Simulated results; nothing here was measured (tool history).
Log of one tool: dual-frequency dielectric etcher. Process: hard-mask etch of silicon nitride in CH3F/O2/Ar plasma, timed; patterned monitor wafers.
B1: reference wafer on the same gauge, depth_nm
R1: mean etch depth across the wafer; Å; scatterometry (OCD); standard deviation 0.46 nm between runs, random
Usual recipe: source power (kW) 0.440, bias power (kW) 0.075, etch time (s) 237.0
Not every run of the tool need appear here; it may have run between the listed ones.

run 1 day=0.000 | source_power_(kW)=0.440 bias_power_(kW)=0.075 etch_time_(s)=237.0 | B1=216.2 | R1=1909
run 2 day=0.992 | source_power_(kW)=0.440 bias_power_(kW)=0.075 etch_time_(s)=237.0 | B1=216.1 | R1=1911
run 3 day=2.479 | source_power_(kW)=0.440 bias_power_(kW)=0.075 etch_time_(s)=237.0 | B1=215.9 | R1=1917
run 4 day=4.079 | source_power_(kW)=0.490 bias_power_(kW)=0.075 etch_time_(s)=237.0 | B1=216.1 | R1=1995
run 5 day=6.567 | source_power_(kW)=0.480 bias_power_(kW)=0.075 etch_time_(s)=237.0 | B1=216.4 | R1=1984
run 6 day=7.296 | source_power_(kW)=0.480 bias_power_(kW)=0.075 etch_time_(s)=237.0 | B1=215.9 | R1=1985
run 7 day=8.004 | source_power_(kW)=0.480 bias_power_(kW)=0.075 etch_time_(s)=237.0 | B1=215.7 | R1=1986
run 8 day=9.317 | source_power_(kW)=0.410 bias_power_(kW)=0.075 etch_time_(s)=237.0 | B1=215.9 | R1=1882
run 9 day=9.938 | source_power_(kW)=0.440 bias_power_(kW)=0.075 etch_time_(s)=237.0 | B1=216.2 | R1=1924
run 10 day=11.146 | source_power_(kW)=0.440 bias_power_(kW)=0.075 etch_time_(s)=237.0 | B1=216.2 | R1=1929
-- day=12.438 source power generator calibrated
run 11 day=12.458 | source_power_(kW)=0.440 bias_power_(kW)=0.075 etch_time_(s)=237.0 | B1=215.8 | R1=1936
-- day=13.775 upper electrode replaced
-- day=14.450 wet clean of the chamber
run 12 day=14.471 | source_power_(kW)=0.440 bias_power_(kW)=0.075 etch_time_(s)=237.0 | B1=216.1 | R1=1883
run 13 day=15.400 | source_power_(kW)=0.550 bias_power_(kW)=0.075 etch_time_(s)=289.5 | B1=216.0 | R1=2495
run 14 day=16.117 | source_power_(kW)=0.360 bias_power_(kW)=0.075 etch_time_(s)=237.0 | B1=216.0 | R1=1749
run 15 day=17.592 | source_power_(kW)=0.440 bias_power_(kW)=0.061 etch_time_(s)=237.0 | B1=216.1 | R1=1780
run 16 day=18.638 | source_power_(kW)=0.480 bias_power_(kW)=0.075 etch_time_(s)=237.0 | B1=215.8 | R1=1950
run 17 day=19.296 | source_power_(kW)=0.350 bias_power_(kW)=0.075 etch_time_(s)=237.0 | B1=216.0 | R1=1749
run 18 day=19.979 | source_power_(kW)=0.440 bias_power_(kW)=0.075 etch_time_(s)=237.0 | B1=216.3 | R1=1902
-- day=20.638 gauge calibrated
-- day=21.067 bias power generator calibrated
run 19 day=21.129 | source_power_(kW)=0.490 bias_power_(kW)=0.059 etch_time_(s)=237.0 | B1=216.1 | R1=1859
run 20 day=22.425 | source_power_(kW)=0.540 bias_power_(kW)=0.062 etch_time_(s)=217.0 | B1=215.9 | R1=1780
run 21 day=23.712 | source_power_(kW)=0.340 bias_power_(kW)=0.075 etch_time_(s)=202.5 | B1=216.2 | R1=1488
run 22 day=24.383 | source_power_(kW)=0.480 bias_power_(kW)=0.075 etch_time_(s)=206.5 | B1=216.2 | R1=1717
run 23 day=26.596 | source_power_(kW)=0.440 bias_power_(kW)=0.065 etch_time_(s)=237.0 | B1=216.0 | R1=1838
run 24 day=27.300 | source_power_(kW)=0.480 bias_power_(kW)=0.059 etch_time_(s)=284.0 | B1=215.9 | R1=2205

For each run, the measured value with the value that run would have given without the tool's hidden condition subtracted. The run-to-run variation is shared by both, the gauge scatter possibly not:
Unlogged tool condition in this case: etch rate over this chamber's usual, %; source power that arrives over what is set, %; bias power that arrives over what is set, %; gauge reads high (%).
run=1 R1=+26
run=2 R1=+28
run=3 R1=+32
run=4 R1=+37
run=5 R1=+43
run=6 R1=+45
run=7 R1=+46
run=8 R1=+48
run=9 R1=+49
run=10 R1=+53
run=11 R1=+56
run=12 R1=+6
run=13 R1=+11
run=14 R1=+10
run=15 R1=+13
run=16 R1=+17
run=17 R1=+17
run=18 R1=+20
run=19 R1=+22
run=20 R1=+24
run=21 R1=+22
run=22 R1=+27
run=23 R1=+34
run=24 R1=+43

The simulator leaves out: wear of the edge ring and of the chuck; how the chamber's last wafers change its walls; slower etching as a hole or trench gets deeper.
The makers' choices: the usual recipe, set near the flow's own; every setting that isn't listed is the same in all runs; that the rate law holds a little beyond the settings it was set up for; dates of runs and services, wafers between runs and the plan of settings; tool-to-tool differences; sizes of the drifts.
